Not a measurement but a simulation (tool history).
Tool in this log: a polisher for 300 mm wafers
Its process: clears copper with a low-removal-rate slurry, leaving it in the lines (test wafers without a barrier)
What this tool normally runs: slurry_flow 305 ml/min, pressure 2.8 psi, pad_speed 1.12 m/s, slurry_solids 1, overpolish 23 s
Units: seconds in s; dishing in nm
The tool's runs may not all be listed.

run,day,slurry_flow,pressure,pad_speed,slurry_solids,overpolish,"incoming thickness of the incoming film, nm",seconds,dishing
1,0,305,2.8,1.12,1,23,388.2,154.3,41.1
2,1.55,305,2.8,1.12,1,23,388.3,156.6,41.7
# day 4.408: worn pad replaced by a new one
3,4.429,305,2.8,1.12,1,23,389.8,155.6,41.1
# day 5.175: head pressure recalibrated
4,7.375,355,2.8,1.12,1,23,390.7,152.2,41.7
5,10.012,305,2.8,1.12,1,28,382.5,153.2,49
# day 12.908: slurry blender recalibrated
6,14.021,305,2.8,1.12,1,28,386.3,153.7,48.4
7,17.225,305,2.8,1.12,1,23,394.6,157,40.7
# day 17.775: slurry nozzle cleaned
8,25.975,305,2.8,1.12,0.85,23,388.9,158.7,39.2
9,27.854,305,2.8,1.12,1.3,23,393.9,145.6,44.2
10,30.233,305,2.8,1.5,1,19,389.5,115.3,44.1
# day 32.142: worn pad replaced by a new one
11,33.612,305,3.8,0.92,0.75,23,396.2,153.9,40.9
12,36.512,305,2.8,1.12,1,23,397.3,156.1,40.8
# day 37.071: slurry blender recalibrated
13,38.683,305,2.8,1.12,1,23,388.6,154.9,40.8
14,41.058,245,3.2,1.12,1,23,393.2,139,44.5
15,45.279,305,2.8,1.12,1,29,391.3,156.1,49.8
# day 47.242: slurry nozzle cleaned
16,49.521,305,2.8,1.12,0.7,30,385.5,170.9,46.4
# day 51.921: head pressure recalibrated
17,53.371,305,2.8,1.12,1,29,387.3,152.1,50.6
# day 55.825: worn pad replaced by a new one
18,55.846,305,2.8,1.12,1,23,391.8,156.6,39.4
19,57.208,400,3.4,1.12,1.15,32,390.1,120.2,68.6
# day 61.354: slurry blender recalibrated
20,61.375,305,2.8,1.12,1,23,383.3,149.8,41.2
21,63.404,380,3.5,1.12,0.75,13,390.4,132,28.7
22,66.938,200,3.7,1.12,1.2,23,384.8,114.6,53.3
23,69.171,305,2.8,1.44,1,29,386,117.9,62.5
24,72.988,305,2.8,1.12,1,23,390.3,153.8,40.3
# day 75.212: slurry nozzle cleaned
25,76.604,390,2.8,1.12,0.75,23,396.9,167.4,37.9
26,79.571,305,2.8,0.86,1,23,396.1,206.8,32.9
# day 81.204: worn pad replaced by a new one
27,83.229,305,2.8,1.48,1,23,394.6,117.7,52
28,87.462,305,2.8,1.12,1,32,382.9,153.8,53.7

Branching from run 28: 4 alternative next runs. What would each branch give?
A,87.483,305,2.8,1.12,1,23,385.1,?,?
B,87.483,305,2.8,0.76,1,34,385.1,?,?
C,87.483,305,3.2,1.12,1,10,385.1,?,?
D,87.483,240,2.1,1.12,1,23,385.1,?,?

run,seconds,dishing
A,152.7,41.4
B,225,41.5
C,133.7,22
D,208.9,30.9
The same runs, with their run-to-run variation unchanged, on a tool lacking any hidden condition would have given:
run,seconds,dishing
A,152.7,41.4
B,225,41.5
C,133.7,22
D,208.9,30.9
